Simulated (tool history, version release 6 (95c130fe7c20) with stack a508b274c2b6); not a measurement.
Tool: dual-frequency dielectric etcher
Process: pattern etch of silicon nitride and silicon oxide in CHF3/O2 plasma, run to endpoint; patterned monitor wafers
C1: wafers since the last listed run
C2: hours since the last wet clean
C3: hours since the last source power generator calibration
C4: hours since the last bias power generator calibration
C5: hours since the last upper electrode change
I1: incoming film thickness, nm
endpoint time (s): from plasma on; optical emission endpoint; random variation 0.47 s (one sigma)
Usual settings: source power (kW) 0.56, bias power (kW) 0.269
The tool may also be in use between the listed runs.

run 1 hour=0 | source_power_(kW)=0.56 bias_power_(kW)=0.269 | C1=0 C2=400.7 C3=2951.5 C4=1399.8 C5=3870.7 | I1=219.4 | endpoint_time_(s)=133.3
run 2 hour=101.7 | source_power_(kW)=0.56 bias_power_(kW)=0.269 | C1=872 C2=502.4 C3=3053.2 C4=1501.5 C5=3972.4 | I1=221.2 | endpoint_time_(s)=133.6
-- hour=194.5 wet clean of the chamber
run 3 hour=195 | source_power_(kW)=0.56 bias_power_(kW)=0.269 | C1=594 C2=0.5 C3=3146.5 C4=1594.8 C5=4065.7 | I1=221.8 | endpoint_time_(s)=135.8
run 4 hour=232.7 | source_power_(kW)=0.56 bias_power_(kW)=0.269 | C1=323 C2=38.2 C3=3184.2 C4=1632.5 C5=4103.4 | I1=219.5 | endpoint_time_(s)=133.7
run 5 hour=313.4 | source_power_(kW)=0.65 bias_power_(kW)=0.269 | C1=692 C2=118.9 C3=3264.9 C4=1713.2 C5=4184.1 | I1=218.8 | endpoint_time_(s)=126.4
run 6 hour=397.2 | source_power_(kW)=0.56 bias_power_(kW)=0.269 | C1=718 C2=202.7 C3=3348.7 C4=1797 C5=4267.9 | I1=222.4 | endpoint_time_(s)=134.7
run 7 hour=442 | source_power_(kW)=0.56 bias_power_(kW)=0.269 | C1=384 C2=247.5 C3=3393.5 C4=1841.8 C5=4312.7 | I1=217.2 | endpoint_time_(s)=131.1
run 8 hour=524.9 | source_power_(kW)=0.56 bias_power_(kW)=0.269 | C1=711 C2=330.4 C3=3476.4 C4=1924.7 C5=4395.6 | I1=219.5 | endpoint_time_(s)=131.9
run 9 hour=625.9 | source_power_(kW)=0.56 bias_power_(kW)=0.3 | C1=866 C2=431.4 C3=3577.4 C4=2025.7 C5=4496.6 | I1=221.5 | endpoint_time_(s)=127.7
-- hour=743.7 wet clean of the chamber
run 10 hour=843.7 | source_power_(kW)=0.56 bias_power_(kW)=0.3 | C1=1662 C2=100 C3=3795.2 C4=2243.5 C5=4714.4 | I1=220.1 | endpoint_time_(s)=127.3
run 11 hour=889.2 | source_power_(kW)=0.56 bias_power_(kW)=0.3 | C1=390 C2=145.5 C3=3840.7 C4=2289 C5=4759.9 | I1=220.1 | endpoint_time_(s)=127.5
run 12 hour=980.6 | source_power_(kW)=0.56 bias_power_(kW)=0.229 | C1=784 C2=236.9 C3=3932.1 C4=2380.4 C5=4851.3 | I1=220.4 | endpoint_time_(s)=142.4
-- hour=1062.5 bias power generator calibrated
run 13 hour=1068.4 | source_power_(kW)=0.56 bias_power_(kW)=0.269 | C1=718 C2=324.7 C3=4019.9 C4=5.9 C5=4939.1 | I1=220.2 | endpoint_time_(s)=134.8
-- hour=1151.2 upper electrode replaced
run 14 hour=1169 | source_power_(kW)=0.56 bias_power_(kW)=0.223 | C1=657 C2=425.3 C3=4120.5 C4=106.5 C5=17.8 | I1=217 | endpoint_time_(s)=143.1
run 15 hour=1249 | source_power_(kW)=0.45 bias_power_(kW)=0.292 | C1=686 C2=505.3 C3=4200.5 C4=186.5 C5=97.8 | I1=222.5 | endpoint_time_(s)=139.1
-- hour=1307.8 wet clean of the chamber
run 16 hour=1335.7 | source_power_(kW)=0.51 bias_power_(kW)=0.239 | C1=537 C2=27.9 C3=4287.2 C4=273.2 C5=184.5 | I1=219.4 | endpoint_time_(s)=146
run 17 hour=1440.8 | source_power_(kW)=0.63 bias_power_(kW)=0.312 | C1=901 C2=133 C3=4392.3 C4=378.3 C5=289.6 | I1=220.8 | endpoint_time_(s)=121.7
-- hour=1476 source power generator calibrated
run 18 hour=1480.9 | source_power_(kW)=0.61 bias_power_(kW)=0.325 | C1=309 C2=173.1 C3=4.9 C4=418.4 C5=329.7 | I1=219.8 | endpoint_time_(s)=121.3
run 19 hour=1556.3 | source_power_(kW)=0.43 bias_power_(kW)=0.32 | C1=646 C2=248.5 C3=80.3 C4=493.8 C5=405.1 | I1=218.8 | endpoint_time_(s)=134.7
run 20 hour=1612.5 | source_power_(kW)=0.7 bias_power_(kW)=0.269 | C1=482 C2=304.7 C3=136.5 C4=550 C5=461.3 | I1=218.5 | endpoint_time_(s)=122.6
run 21 hour=1694.6 | source_power_(kW)=0.56 bias_power_(kW)=0.269 | C1=704 C2=386.8 C3=218.6 C4=632.1 C5=543.4 | I1=219.8 | endpoint_time_(s)=133.5
run 22 hour=1771.2 | source_power_(kW)=0.66 bias_power_(kW)=0.229 | C1=657 C2=463.4 C3=295.2 C4=708.7 C5=620 | I1=221.1 | endpoint_time_(s)=135.2
-- hour=1855 wet clean of the chamber
run 23 hour=1867.5 | source_power_(kW)=0.6 bias_power_(kW)=0.25 | C1=620 C2=12.5 C3=391.5 C4=805 C5=716.3 | I1=219.7 | endpoint_time_(s)=136.8
run 24 hour=1951.8 | source_power_(kW)=0.56 bias_power_(kW)=0.215 | C1=723 C2=96.8 C3=475.8 C4=889.3 C5=800.6 | I1=218.9 | endpoint_time_(s)=148.1

Some steps in endpoint time (s) between neighbouring runs. How much of each would the tool show without its hidden state too (settings, what came in, random variation), and how much is left for the hidden state, with any gauge scatter that isn't in both results?
The hidden state here: etch rate over this chamber's usual, %; source power that arrives over what is set, %; bias power that arrives over what is set, %.
Run 11 -> 12: bias power (kW) 0.3 -> 0.229. endpoint time (s) +14.9: hidden state -0.9, all else +15.8.
Run 12 -> 13: bias power (kW) 0.229 -> 0.269, bias power generator calibrated. endpoint time (s) -7.6: hidden state +2.4, all else -10.
Run 16 -> 17: source power (kW) 0.51 -> 0.63, bias power (kW) 0.239 -> 0.312. endpoint time (s) -24.3: hidden state -0.4, all else -23.9.
Run 22 -> 23: source power (kW) 0.66 -> 0.6, bias power (kW) 0.229 -> 0.25, wet clean of the chamber. endpoint time (s) +1.6: hidden state +2.9, all else -1.3.

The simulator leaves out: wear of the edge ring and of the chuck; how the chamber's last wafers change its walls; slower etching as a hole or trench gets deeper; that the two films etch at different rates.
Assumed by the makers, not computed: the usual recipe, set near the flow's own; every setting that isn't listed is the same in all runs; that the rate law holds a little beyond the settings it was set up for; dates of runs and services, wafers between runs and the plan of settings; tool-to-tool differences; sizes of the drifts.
